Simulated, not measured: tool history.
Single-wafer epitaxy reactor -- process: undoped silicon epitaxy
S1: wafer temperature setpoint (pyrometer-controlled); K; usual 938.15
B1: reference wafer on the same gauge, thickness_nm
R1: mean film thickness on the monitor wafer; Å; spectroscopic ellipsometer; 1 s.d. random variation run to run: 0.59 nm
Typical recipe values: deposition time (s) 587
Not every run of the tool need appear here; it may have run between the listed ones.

{"run": 1, "day": 0.0, "S1": 938.15, "deposition time (s)": 587, "B1": 154.992, "R1": 1311.45}
{"run": 2, "day": 2.629, "S1": 938.15, "deposition time (s)": 587, "B1": 155.193, "R1": 1322.22}
{"run": 3, "day": 5.275, "S1": 938.15, "deposition time (s)": 587, "B1": 155.071, "R1": 1301.03}
{"run": 4, "day": 7.154, "S1": 938.15, "deposition time (s)": 587, "B1": 155.239, "R1": 1312.01}
{"run": 5, "day": 8.712, "S1": 938.15, "deposition time (s)": 534, "B1": 155.104, "R1": 1187.44}
{"run": 6, "day": 10.467, "S1": 938.15, "deposition time (s)": 587, "B1": 155.282, "R1": 1306.26}
{"run": 7, "day": 13.133, "S1": 933.15, "deposition time (s)": 587, "B1": 155.138, "R1": 1138.54}
{"run": 8, "day": 15.175, "S1": 938.15, "deposition time (s)": 587, "B1": 154.87, "R1": 1292.41}
{"run": 9, "day": 16.996, "S1": 938.15, "deposition time (s)": 629, "B1": 154.781, "R1": 1382.67}
{"run": 10, "day": 18.962, "S1": 938.15, "deposition time (s)": 629, "B1": 155.173, "R1": 1381.86}
{"run": 11, "day": 20.8, "S1": 938.15, "deposition time (s)": 629, "B1": 154.943, "R1": 1377.96}
{"run": 12, "day": 22.171, "S1": 938.15, "deposition time (s)": 679, "B1": 154.927, "R1": 1492.84}
{"run": 13, "day": 24.412, "S1": 938.15, "deposition time (s)": 679, "B1": 154.857, "R1": 1491.26}
{"run": 14, "day": 25.979, "S1": 938.15, "deposition time (s)": 679, "B1": 155.101, "R1": 1495.25}
{"run": 15, "day": 27.392, "S1": 928.15, "deposition time (s)": 587, "B1": 155.046, "R1": 1010.1}
{"run": 16, "day": 29.958, "S1": 938.15, "deposition time (s)": 587, "B1": 155.113, "R1": 1292.47}
{"run": 17, "day": 31.546, "S1": 938.15, "deposition time (s)": 587, "B1": 155.023, "R1": 1290.88}
{"run": 18, "day": 32.875, "S1": 938.15, "deposition time (s)": 587, "B1": 154.597, "R1": 1284.08}
{"run": 19, "day": 34.233, "S1": 938.15, "deposition time (s)": 587, "B1": 155.047, "R1": 1270.43}
{"run": 20, "day": 35.867, "S1": 938.15, "deposition time (s)": 587, "B1": 155.185, "R1": 1278.83}
{"run": 21, "day": 36.992, "S1": 928.15, "deposition time (s)": 587, "B1": 155.057, "R1": 999.23}
{"run": 22, "day": 39.571, "S1": 930.15, "deposition time (s)": 652, "B1": 155.15, "R1": 1175.6}
{"run": 23, "day": 42.338, "S1": 951.15, "deposition time (s)": 499, "B1": 154.797, "R1": 1472.33}
{"run": 24, "day": 45.171, "S1": 938.15, "deposition time (s)": 587, "B1": 154.981, "R1": 1269.89}
{"run": 25, "day": 47.883, "S1": 938.15, "deposition time (s)": 499, "B1": 155.376, "R1": 1083.65}
{"run": 26, "day": 50.279, "S1": 938.15, "deposition time (s)": 587, "B1": 155.152, "R1": 1258.97}
{"run": 27, "day": 52.904, "S1": 933.15, "deposition time (s)": 677, "B1": 155.072, "R1": 1295.66}
{"run": 28, "day": 54.696, "S1": 938.15, "deposition time (s)": 587, "B1": 154.882, "R1": 1258.98}
{"run": 29, "day": 57.404, "S1": 948.15, "deposition time (s)": 633, "B1": 155.13, "R1": 1848.4}
{"run": 30, "day": 59.662, "S1": 951.15, "deposition time (s)": 703, "B1": 154.84, "R1": 2185.78}
{"run": 31, "day": 61.858, "S1": 938.15, "deposition time (s)": 587, "B1": 154.774, "R1": 1358.75}
{"run": 32, "day": 64.612, "S1": 938.15, "deposition time (s)": 676, "B1": 155.12, "R1": 1538.04}
{"run": 33, "day": 67.038, "S1": 938.15, "deposition time (s)": 587, "B1": 154.758, "R1": 1353.17}
{"run": 34, "day": 69.212, "S1": 943.15, "deposition time (s)": 495, "B1": 155.297, "R1": 1270.55}
{"run": 35, "day": 72.0, "S1": 927.15, "deposition time (s)": 618, "B1": 155.245, "R1": 1079.76}
{"run": 36, "day": 74.638, "S1": 938.15, "deposition time (s)": 587, "B1": 154.86, "R1": 1328.13}
{"run": 37, "day": 76.462, "S1": 926.15, "deposition time (s)": 497, "B1": 155.216, "R1": 847.13}
{"run": 38, "day": 77.908, "S1": 946.15, "deposition time (s)": 489, "B1": 154.715, "R1": 1331.11}
{"run": 39, "day": 79.075, "S1": 929.15, "deposition time (s)": 555, "B1": 154.907, "R1": 1009.59}
{"run": 40, "day": 80.971, "S1": 938.15, "deposition time (s)": 587, "B1": 155.166, "R1": 1316.04}

Withheld: 2 entries from between the runs. Position of each, and hidden state at the listed run before versus the listed run after:
Run 28 -> run 29: pyrometer calibrated (day 55.975)
  wafer temperature above the value expected at the setpoint (K): -2.44 -> 0.161
  measured result minus the result with no hidden state, R1: -76.4 -> +7 Å
Run 30 -> run 31: gauge calibrated (day 60.171)
  wafer temperature above the value expected at the setpoint (K): 0.103 -> 0.0455
  measured result minus the result with no hidden state, R1: +5.22 -> +1.49 Å

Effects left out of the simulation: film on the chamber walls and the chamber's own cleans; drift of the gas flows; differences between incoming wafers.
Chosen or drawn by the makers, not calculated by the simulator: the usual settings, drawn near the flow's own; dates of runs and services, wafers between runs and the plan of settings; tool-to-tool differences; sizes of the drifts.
